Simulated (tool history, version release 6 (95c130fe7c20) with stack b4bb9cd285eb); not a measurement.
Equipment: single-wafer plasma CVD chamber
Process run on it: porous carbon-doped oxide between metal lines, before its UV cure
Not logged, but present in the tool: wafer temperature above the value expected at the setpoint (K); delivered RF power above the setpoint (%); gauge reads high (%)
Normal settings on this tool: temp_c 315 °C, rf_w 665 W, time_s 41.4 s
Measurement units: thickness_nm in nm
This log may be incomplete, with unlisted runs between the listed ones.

run     day  temp_c  rf_w  time_s  wafers since the last listed run  hours since the last thermocouple change  hours since the last RF generator calibration  hours since the showerhead was replaced  hours since the gauge calibration  read-back reference wafer on the same gauge, thickness_nm  thickness_nm
  1   0.000     315   665    46.0                                 0                                    2916.0                                          899.2                                   2922.4                              184.0                                                    216.984       246.193
  2   0.392     315   665    46.0                               163                                    2925.4                                          908.6                                   2931.8                              193.4                                                    217.097       244.379
  3   0.912     315   665    47.6                               217                                    2937.9                                          921.1                                   2944.3                              205.9                                                    216.908       254.554
  4   1.183     315   665    47.6                               112                                    2944.4                                          927.6                                   2950.8                              212.4                                                    216.968       252.378
  5   1.692     315   665    45.8                               211                                    2956.6                                          939.8                                   2963.0                              224.6                                                    217.106       244.391
  6   2.408     315   665    45.8                               298                                    2973.8                                          957.0                                   2980.2                              241.8                                                    216.993       243.598
  7   2.846     315   665    41.4                               182                                    2984.3                                          967.5                                   2990.7                              252.3                                                    216.809       220.397
  8   3.525     315   665    41.4                               283                                    3000.6                                          983.8                                   3007.0                              268.6                                                    217.135       221.194
  9   4.162     315   665    41.4                               265                                    3015.9                                          999.1                                   3022.3                              283.9                                                    216.924       220.972
 10   4.792     325   665    41.4                               262                                    3031.0                                         1014.2                                   3037.4                              299.0                                                    216.959       209.791
      4.883  -- gauge calibrated
      5.433  -- thermocouple changed; heater temperature recalibrated
 11   5.454     325   665    41.4                               137                                       0.5                                         1030.1                                   3053.3                               13.7                                                    217.153       208.850
 12   6.042     325   665    41.4                               244                                      14.6                                         1044.2                                   3067.4                               27.8                                                    216.844       209.057
 13   6.667     315   665    41.4                               260                                      29.6                                         1059.2                                   3082.4                               42.8                                                    216.836       221.003
 14   7.333     315   665    41.4                               277                                      45.6                                         1075.2                                   3098.4                               58.8                                                    216.815       220.775
 15   7.742     325   700    37.8                               170                                      55.4                                         1085.0                                   3108.2                               68.6                                                    216.993       196.532
 16   8.304     327   665    35.0                               234                                      68.9                                         1098.5                                   3121.7                               82.1                                                    216.798       174.434
 17   8.717     303   665    34.2                               171                                      78.8                                         1108.4                                   3131.6                               92.0                                                    217.200       194.558
 18   9.400     315   665    47.6                               284                                      95.2                                         1124.8                                   3148.0                              108.4                                                    216.905       250.152
 19   9.729     315   665    41.4                               137                                     103.1                                         1132.7                                   3155.9                              116.3                                                    217.135       220.476
 20   9.992     311   775    41.4                               109                                     109.4                                         1139.0                                   3162.2                              122.6                                                    216.973       245.448
     10.488  -- showerhead replaced
 21  10.733     327   665    35.0                               170                                     127.2                                         1156.8                                      5.9                              140.4                                                    216.846       175.019
 22  11.021     315   790    41.4                               119                                     134.1                                         1163.7                                     12.8                              147.3                                                    216.801       242.501
     11.358  -- RF generator calibrated
 23  11.579     323   765    47.4                                93                                     147.5                                            5.3                                     26.2                              160.7                                                    216.976       274.564
 24  12.296     328   790    34.0                               298                                     164.7                                           22.5                                     43.4                              177.9                                                    217.010       196.203
 25  12.888     315   665    41.4                               246                                     178.9                                           36.7                                     57.6                              192.1                                                    216.993       229.240
 26  13.533     315   735    34.1                               269                                     194.4                                           52.2                                     73.1                              207.6                                                    216.933       201.362
 27  14.212     304   750    38.4                               283                                     210.7                                           68.5                                     89.4                              223.9                                                    217.055       242.135
 28  14.496     315   665    44.8                               118                                     217.5                                           75.3                                     96.2                              230.7                                                    217.003       248.075

Measured less the same run without the tool's hidden state. The same run-to-run variation is in both; the gauge's scatter may not be:
run  thickness_nm
  1        -9.346
  2        -9.368
  3        -9.884
  4        -9.865
  5        -9.671
  6        -9.806
  7        -8.964
  8        -9.140
  9        -9.266
 10        -8.924
 11        -9.016
 12        -9.143
 13        -9.798
 14        -9.931
 15        -8.822
 16        -8.009
 17        -9.011
 18       -11.751
 19       -10.428
 20       -11.545
 21        -8.449
 22       -11.644
 23        -0.527
 24        -0.496
 25        -0.696
 26        -0.723
 27        -1.010
 28        -1.095

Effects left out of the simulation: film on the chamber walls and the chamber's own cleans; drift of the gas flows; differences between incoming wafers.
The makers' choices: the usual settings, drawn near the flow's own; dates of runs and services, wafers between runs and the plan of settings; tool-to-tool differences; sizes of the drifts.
